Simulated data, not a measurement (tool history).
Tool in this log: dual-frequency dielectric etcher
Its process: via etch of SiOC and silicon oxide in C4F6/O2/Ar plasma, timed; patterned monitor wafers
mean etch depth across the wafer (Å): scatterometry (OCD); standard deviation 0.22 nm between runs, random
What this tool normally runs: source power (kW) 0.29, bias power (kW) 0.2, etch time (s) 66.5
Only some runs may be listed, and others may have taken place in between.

run	hour	source power (kW)	bias power (kW)	etch time (s)	read-back reference wafer on the same gauge, depth_nm	mean etch depth across the wafer (Å)
1	0	0.29	0.2	66.5	57.5	720
2	66.2	0.29	0.2	66.5	57.6	719
3	115	0.29	0.2	66.5	57.5	718
4	152.9	0.29	0.2	59.5	57.5	643
# hour 232.4: wet clean of the chamber
5	232.9	0.25	0.162	66.5	57.5	651
6	274	0.25	0.162	66.5	57.5	656
# hour 378.7: gauge calibrated
7	380.8	0.29	0.2	66.5	57.4	718
8	455.7	0.36	0.229	66.5	57.5	796
# hour 614.6: source power generator calibrated
# hour 631.4: bias power generator calibrated
# hour 638.7: wet clean of the chamber
9	639.2	0.31	0.174	60.5	57.5	655
10	672	0.29	0.2	66.5	57.6	719
# hour 948.9: upper electrode replaced
11	949.4	0.34	0.2	66.5	57.5	762
# hour 1006.9: wet clean of the chamber
12	1007.4	0.29	0.167	66.5	57.4	696
13	1056.6	0.33	0.2	54.5	57.6	619
14	1144.3	0.29	0.2	66.5	57.6	721
15	1229.5	0.29	0.172	59.5	57.4	629

Below are 3 alternative next runs, each starting from the tool's condition after run 15. Predict each:
A	1229.9	0.29	0.2	66.5	?	?
B	1229.9	0.24	0.2	66.5	?	?
C	1229.9	0.35	0.179	61.5	?	?

run	read-back reference wafer on the same gauge, depth_nm	mean etch depth across the wafer (Å)
A	57.5	720
B	57.5	669
C	57.5	704
What these runs would have given with no unlogged condition in the tool:
run	mean etch depth across the wafer (Å)
A	720
B	669
C	704
